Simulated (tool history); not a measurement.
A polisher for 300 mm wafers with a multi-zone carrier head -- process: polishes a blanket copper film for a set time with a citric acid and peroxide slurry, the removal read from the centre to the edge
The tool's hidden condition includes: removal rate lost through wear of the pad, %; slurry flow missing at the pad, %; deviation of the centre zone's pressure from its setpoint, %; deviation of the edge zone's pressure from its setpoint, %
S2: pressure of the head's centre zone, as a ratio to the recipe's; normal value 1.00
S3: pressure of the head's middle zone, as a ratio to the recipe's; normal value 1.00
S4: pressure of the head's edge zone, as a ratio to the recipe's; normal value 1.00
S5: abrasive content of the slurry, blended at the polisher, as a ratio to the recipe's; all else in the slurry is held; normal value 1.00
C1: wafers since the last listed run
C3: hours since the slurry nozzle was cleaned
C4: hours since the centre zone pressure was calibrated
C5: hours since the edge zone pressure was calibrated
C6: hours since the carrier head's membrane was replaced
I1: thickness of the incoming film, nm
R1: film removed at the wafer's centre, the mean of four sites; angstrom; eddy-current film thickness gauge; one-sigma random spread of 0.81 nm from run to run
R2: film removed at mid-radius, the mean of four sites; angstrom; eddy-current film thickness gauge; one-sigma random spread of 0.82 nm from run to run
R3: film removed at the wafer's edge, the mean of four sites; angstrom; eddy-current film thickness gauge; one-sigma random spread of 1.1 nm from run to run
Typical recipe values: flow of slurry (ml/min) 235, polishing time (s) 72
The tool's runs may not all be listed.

Run 1, day 0.000: usual settings but S2 1.05, S4 0.97; C1 0; wafers polished on this pad 125; C3 257.4; C4 141.4; C5 143.1; C6 58.1; I1 875.6. Result: R1 980 angstrom, R2 943 angstrom, R3 905 angstrom.
Run 2, day 1.267: usual settings but flow of slurry (ml/min) 190, S3 1.09; C1 245; wafers polished on this pad 370; C3 287.8; C4 171.8; C5 173.5; C6 88.5; I1 873.0. Result: R1 900 angstrom, R2 956 angstrom, R3 881 angstrom.
Run 3, day 1.992: usual settings but flow of slurry (ml/min) 190, S3 1.09; C1 140; wafers polished on this pad 511; C3 305.2; C4 189.2; C5 190.9; C6 105.9; I1 874.4. Result: R1 898 angstrom, R2 968 angstrom, R3 899 angstrom.
Run 4, day 2.571: usual settings; C1 112; wafers polished on this pad 623; C3 319.1; C4 203.1; C5 204.8; C6 119.8; I1 883.4. Result: R1 926 angstrom, R2 920 angstrom, R3 913 angstrom.
Run 5, day 5.679: usual settings but polishing time (s) 82; C1 601; wafers polished on this pad 1225; C3 393.7; C4 277.7; C5 279.4; C6 194.4; I1 880.4. Result: R1 1021 angstrom, R2 1031 angstrom, R3 1001 angstrom.
Run 6, day 6.471: usual settings but S4 0.93; C1 153; wafers polished on this pad 1378; C3 412.7; C4 296.7; C5 298.4; C6 213.4; I1 859.2. Result: R1 881 angstrom, R2 887 angstrom, R3 850 angstrom.
At day 7.096: slurry nozzle cleaned.
At day 8.012: worn pad replaced by a new one.
Run 7, day 8.033: usual settings but polishing time (s) 85; C1 262; wafers polished on this pad 3; C3 22.5; C4 334.2; C5 335.9; C6 250.9; I1 871.4. Result: R1 1119 angstrom, R2 1107 angstrom, R3 1083 angstrom.
Run 8, day 8.600: usual settings but polishing time (s) 53; C1 109; wafers polished on this pad 113; C3 36.1; C4 347.8; C5 349.5; C6 264.5; I1 876.7. Result: R1 687 angstrom, R2 701 angstrom, R3 703 angstrom.
Run 9, day 9.700: usual settings; C1 212; wafers polished on this pad 326; C3 62.5; C4 374.2; C5 375.9; C6 290.9; I1 856.8. Result: R1 926 angstrom, R2 927 angstrom, R3 918 angstrom.
Run 10, day 10.358: usual settings but polishing time (s) 47; C1 127; wafers polished on this pad 453; C3 78.3; C4 390.0; C5 391.7; C6 306.7; I1 866.9. Result: R1 612 angstrom, R2 614 angstrom, R3 603 angstrom.
At day 10.671: centre zone pressure recalibrated.
Run 11, day 11.650: usual settings but flow of slurry (ml/min) 185, S2 1.05; C1 233; wafers polished on this pad 687; C3 109.3; C4 23.5; C5 422.7; C6 337.7; I1 851.5. Result: R1 928 angstrom, R2 892 angstrom, R3 888 angstrom.
Run 12, day 12.292: usual settings but S2 0.92, S3 1.05; C1 124; wafers polished on this pad 812; C3 124.7; C4 38.9; C5 438.1; C6 353.1; I1 867.9. Result: R1 843 angstrom, R2 977 angstrom, R3 904 angstrom.
Run 13, day 13.421: usual settings but S2 0.89, S5 1.30, polishing time (s) 81; C1 218; wafers polished on this pad 1030; C3 151.8; C4 66.0; C5 465.2; C6 380.2; I1 878.7. Result: R1 967 angstrom, R2 1069 angstrom, R3 1071 angstrom.
Run 14, day 14.329: usual settings but S2 1.06, polishing time (s) 88; C1 175; wafers polished on this pad 1206; C3 173.6; C4 87.8; C5 487.0; C6 402.0; I1 875.8. Result: R1 1179 angstrom, R2 1117 angstrom, R3 1095 angstrom.
Run 15, day 15.242: usual settings but S2 0.91, S5 0.80; C1 176; wafers polished on this pad 1383; C3 195.5; C4 109.7; C5 508.9; C6 423.9; I1 868.7. Result: R1 792 angstrom, R2 854 angstrom, R3 852 angstrom.
At day 15.867: worn pad replaced by a new one.
Run 16, day 16.050: usual settings but S2 0.93, S3 1.12, polishing time (s) 88; C1 124; wafers polished on this pad 35; C3 214.9; C4 129.1; C5 528.3; C6 443.3; I1 874.0. Result: R1 1058 angstrom, R2 1265 angstrom, R3 1122 angstrom.
Run 17, day 16.646: usual settings; C1 115; wafers polished on this pad 150; C3 229.2; C4 143.4; C5 542.6; C6 457.6; I1 867.3. Result: R1 940 angstrom, R2 926 angstrom, R3 937 angstrom.
Run 18, day 17.521: usual settings; C1 169; wafers polished on this pad 320; C3 250.2; C4 164.4; C5 563.6; C6 478.6; I1 876.5. Result: R1 940 angstrom, R2 936 angstrom, R3 920 angstrom.
Run 19, day 18.908: usual settings but S5 1.10; C1 268; wafers polished on this pad 588; C3 283.5; C4 197.7; C5 596.9; C6 511.9; I1 885.5. Result: R1 940 angstrom, R2 951 angstrom, R3 944 angstrom.
At day 20.617: slurry nozzle cleaned.
Run 20, day 20.996: usual settings but S2 0.96, S3 0.92, S4 1.08, polishing time (s) 51; C1 396; wafers polished on this pad 984; C3 9.1; C4 247.8; C5 647.0; C6 562.0; I1 870.6. Result: R1 616 angstrom, R2 606 angstrom, R3 665 angstrom.
Run 21, day 22.346: usual settings but S4 0.91; C1 261; wafers polished on this pad 1246; C3 41.5; C4 280.2; C5 679.4; C6 594.4; I1 864.9. Result: R1 894 angstrom, R2 903 angstrom, R3 846 angstrom.
Run 22, day 23.533: usual settings but S2 0.92, S3 1.05; C1 229; wafers polished on this pad 1476; C3 70.0; C4 308.7; C5 707.9; C6 622.9; I1 875.7. Result: R1 815 angstrom, R2 935 angstrom, R3 858 angstrom.
At day 23.725: centre zone pressure recalibrated.
Run 23, day 24.354: usual settings but flow of slurry (ml/min) 310, S3 0.95, S5 0.75, polishing time (s) 52; C1 142; wafers polished on this pad 1619; C3 89.7; C4 15.1; C5 727.6; C6 642.6; I1 860.8. Result: R1 613 angstrom, R2 593 angstrom, R3 609 angstrom.

The tool's hidden state at each run:
slurry flow missing at the pad, %: 0, the same for each run
deviation of the centre zone's pressure from its setpoint, %: 0, the same for each run
deviation of the edge zone's pressure from its setpoint, %: 0, the same for each run
H1: removal rate lost through wear of the pad, %
run      H1
  1   0.388
  2   0.708
  3    1.03
  4    1.37
  5    4.29
  6    5.34
  7  0.0836
  8   0.117
  9   0.364
 10   0.625
 11    1.39
 12    1.89
 13    2.97
 14    4.01
 15    5.23
 16   0.396
 17   0.452
 18   0.662
 19     1.3
 20    2.99
 21    4.53
 22    6.19
 23    7.49

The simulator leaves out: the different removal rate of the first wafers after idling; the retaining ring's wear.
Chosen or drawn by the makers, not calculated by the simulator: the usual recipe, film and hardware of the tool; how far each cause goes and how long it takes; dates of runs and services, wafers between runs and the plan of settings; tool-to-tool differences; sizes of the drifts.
